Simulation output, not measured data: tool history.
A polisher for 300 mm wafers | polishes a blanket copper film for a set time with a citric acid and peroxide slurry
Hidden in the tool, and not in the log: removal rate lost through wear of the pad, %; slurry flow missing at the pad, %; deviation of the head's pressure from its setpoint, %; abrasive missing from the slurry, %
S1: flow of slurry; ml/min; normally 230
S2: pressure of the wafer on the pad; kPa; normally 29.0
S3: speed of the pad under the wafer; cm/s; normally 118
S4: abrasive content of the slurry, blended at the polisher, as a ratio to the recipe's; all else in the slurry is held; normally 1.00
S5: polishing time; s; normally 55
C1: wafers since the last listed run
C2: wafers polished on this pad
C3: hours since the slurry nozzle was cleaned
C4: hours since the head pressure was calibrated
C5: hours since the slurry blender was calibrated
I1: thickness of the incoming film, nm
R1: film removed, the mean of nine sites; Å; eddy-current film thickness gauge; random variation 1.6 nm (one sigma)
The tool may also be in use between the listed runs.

| run | hour | S1 | S2 | S3 | S4 | S5 | C1 | C2 | C3 | C4 | C5 | I1 | R1 |
|---|---|---|---|---|---|---|---|---|---|---|---|---|---|
| 1 | 0.0 | 230 | 22.8 | 118 | 1.20 | 55 | 0 | 4564 | 137.2 | 583.5 | 160.9 | 1220.9 | 1934 |
|  | 29.6 | head pressure recalibrated |
| 2 | 174.3 | 230 | 22.8 | 118 | 1.20 | 55 | 2127 | 6691 | 311.5 | 144.7 | 335.2 | 1204.5 | 1820 |
| 3 | 269.5 | 230 | 22.8 | 118 | 1.20 | 55 | 1175 | 7867 | 406.7 | 239.9 | 430.4 | 1217.8 | 1839 |
|  | 312.8 | worn pad replaced by a new one |
| 4 | 372.5 | 230 | 29.0 | 118 | 1.00 | 55 | 1222 | 737 | 509.7 | 342.9 | 533.4 | 1228.2 | 2278 |
| 5 | 415.5 | 230 | 29.0 | 94 | 0.90 | 55 | 530 | 1268 | 552.7 | 385.9 | 576.4 | 1197.9 | 1793 |
|  | 463.6 | slurry blender recalibrated |
| 6 | 467.5 | 230 | 29.0 | 94 | 0.90 | 55 | 617 | 1885 | 604.7 | 437.9 | 3.9 | 1217.1 | 1804 |
| 7 | 547.2 | 230 | 29.0 | 94 | 0.90 | 55 | 984 | 2869 | 684.4 | 517.6 | 83.6 | 1227.0 | 1830 |
| 8 | 617.3 | 230 | 29.0 | 118 | 1.00 | 55 | 865 | 3735 | 754.5 | 587.7 | 153.7 | 1205.2 | 2346 |
|  | 672.6 | slurry nozzle cleaned |
| 9 | 694.9 | 260 | 29.0 | 150 | 1.00 | 55 | 945 | 4681 | 22.3 | 665.3 | 231.3 | 1208.3 | 3034 |
| 10 | 738.8 | 230 | 29.0 | 118 | 1.25 | 55 | 542 | 5223 | 66.2 | 709.2 | 275.2 | 1211.1 | 2488 |
| 11 | 797.5 | 290 | 25.5 | 118 | 1.00 | 55 | 724 | 5947 | 124.9 | 767.9 | 333.9 | 1223.8 | 2116 |
|  | 809.0 | head pressure recalibrated |
| 12 | 852.3 | 230 | 33.1 | 118 | 1.15 | 55 | 651 | 6599 | 179.7 | 43.3 | 388.7 | 1216.4 | 2615 |
| 13 | 935.3 | 230 | 29.0 | 118 | 1.00 | 42 | 1024 | 7624 | 262.7 | 126.3 | 471.7 | 1214.0 | 1722 |
|  | 963.3 | worn pad replaced by a new one |
| 14 | 998.8 | 275 | 29.0 | 94 | 0.75 | 45 | 734 | 438 | 326.2 | 189.8 | 535.2 | 1232.2 | 1425 |
| 15 | 1069.2 | 230 | 29.0 | 118 | 0.85 | 40 | 869 | 1307 | 396.6 | 260.2 | 605.6 | 1220.6 | 1608 |
|  | 1150.2 | slurry blender recalibrated |
| 16 | 1156.1 | 260 | 29.0 | 118 | 0.70 | 55 | 1048 | 2355 | 483.5 | 347.1 | 5.9 | 1211.4 | 2140 |
| 17 | 1249.1 | 230 | 29.0 | 118 | 1.00 | 55 | 1148 | 3504 | 576.5 | 440.1 | 98.9 | 1226.1 | 2302 |
| 18 | 1343.1 | 230 | 29.0 | 118 | 1.00 | 67 | 1160 | 4664 | 670.5 | 534.1 | 192.9 | 1231.5 | 2851 |
| 19 | 1383.6 | 195 | 29.0 | 154 | 1.00 | 55 | 500 | 5164 | 711.0 | 574.6 | 233.4 | 1233.5 | 2997 |
|  | 1468.5 | slurry nozzle cleaned |
|  | 1522.1 | head pressure recalibrated |
| 20 | 1657.1 | 230 | 29.0 | 86 | 1.00 | 55 | 3340 | 8505 | 188.6 | 135.0 | 506.9 | 1226.8 | 1648 |
| 21 | 1710.0 | 190 | 29.0 | 118 | 1.00 | 55 | 653 | 9158 | 241.5 | 187.9 | 559.8 | 1228.0 | 2218 |
|  | 1716.9 | worn pad replaced by a new one |
| 22 | 1801.7 | 295 | 29.0 | 118 | 1.00 | 55 | 1082 | 1046 | 333.2 | 279.6 | 651.5 | 1197.5 | 2319 |
| 23 | 1882.6 | 230 | 29.0 | 148 | 1.00 | 55 | 998 | 2045 | 414.1 | 360.5 | 732.4 | 1198.6 | 2911 |
|  | 1909.4 | slurry blender recalibrated |
| 24 | 1943.8 | 230 | 29.0 | 118 | 1.00 | 55 | 730 | 2776 | 475.3 | 421.7 | 34.4 | 1216.2 | 2316 |
| 25 | 2022.2 | 160 | 24.8 | 118 | 0.70 | 55 | 968 | 3744 | 553.7 | 500.1 | 112.8 | 1225.9 | 1811 |
| 26 | 2064.8 | 230 | 21.4 | 118 | 1.20 | 60 | 526 | 4270 | 596.3 | 542.7 | 155.4 | 1239.2 | 1980 |
| 27 | 2130.1 | 230 | 29.0 | 118 | 1.00 | 66 | 806 | 5077 | 661.6 | 608.0 | 220.7 | 1216.9 | 2816 |
| 28 | 2173.2 | 185 | 31.7 | 118 | 1.00 | 66 | 532 | 5609 | 704.7 | 651.1 | 263.8 | 1231.3 | 3032 |
|  | 2210.7 | slurry nozzle cleaned |
| 29 | 2237.8 | 230 | 29.0 | 118 | 1.00 | 55 | 785 | 6394 | 27.1 | 715.7 | 328.4 | 1215.8 | 2371 |
| 30 | 2286.3 | 230 | 29.0 | 118 | 1.00 | 70 | 598 | 6993 | 75.6 | 764.2 | 376.9 | 1243.7 | 3029 |

For each entry between runs, how does the tool's hidden state at the last listed run before it compare with that at the first listed run after it?
Run 1 -> run 2: head pressure recalibrated (hour 29.6)
  deviation of the head's pressure from its setpoint, %: 6.35 -> 1.52
  measured result minus the result with no hidden state, R1: +113 -> +27 Å
Run 3 -> run 4: worn pad replaced by a new one (hour 312.8)
  deviation of the head's pressure from its setpoint, %: 2.48 -> 3.52
  measured result minus the result with no hidden state, R1: +43 -> +76 Å
Run 5 -> run 6: slurry blender recalibrated (hour 463.6)
  deviation of the head's pressure from its setpoint, %: 3.95 -> 4.47
  measured result minus the result with no hidden state, R1: +67 -> +76 Å
Run 8 -> run 9: slurry nozzle cleaned (hour 672.6)
  deviation of the head's pressure from its setpoint, %: 5.98 -> 6.76
  measured result minus the result with no hidden state, R1: +130 -> +190 Å
Run 11 -> run 12: head pressure recalibrated (hour 809.0)
  deviation of the head's pressure from its setpoint, %: 7.8 -> 0.77
  measured result minus the result with no hidden state, R1: +150 -> +19 Å
Run 13 -> run 14: worn pad replaced by a new one (hour 963.3)
  deviation of the head's pressure from its setpoint, %: 1.61 -> 2.25
  measured result minus the result with no hidden state, R1: +26 -> +31 Å
Run 15 -> run 16: slurry blender recalibrated (hour 1150.2)
  deviation of the head's pressure from its setpoint, %: 2.95 -> 3.83
  measured result minus the result with no hidden state, R1: +46 -> +78 Å
Run 19 -> run 20: slurry nozzle cleaned (hour 1468.5); head pressure recalibrated (hour 1522.1)
  deviation of the head's pressure from its setpoint, %: 6.12 -> 2.1
  measured result minus the result with no hidden state, R1: +170 -> +33 Å
Run 21 -> run 22: worn pad replaced by a new one (hour 1716.9)
  deviation of the head's pressure from its setpoint, %: 2.63 -> 3.56
  measured result minus the result with no hidden state, R1: +56 -> +78 Å
Run 23 -> run 24: slurry blender recalibrated (hour 1909.4)
  deviation of the head's pressure from its setpoint, %: 4.37 -> 4.99
  measured result minus the result with no hidden state, R1: +120 -> +108 Å
Run 28 -> run 29: slurry nozzle cleaned (hour 2210.7)
  deviation of the head's pressure from its setpoint, %: 7.3 -> 7.95
  measured result minus the result with no hidden state, R1: +203 -> +171 Å
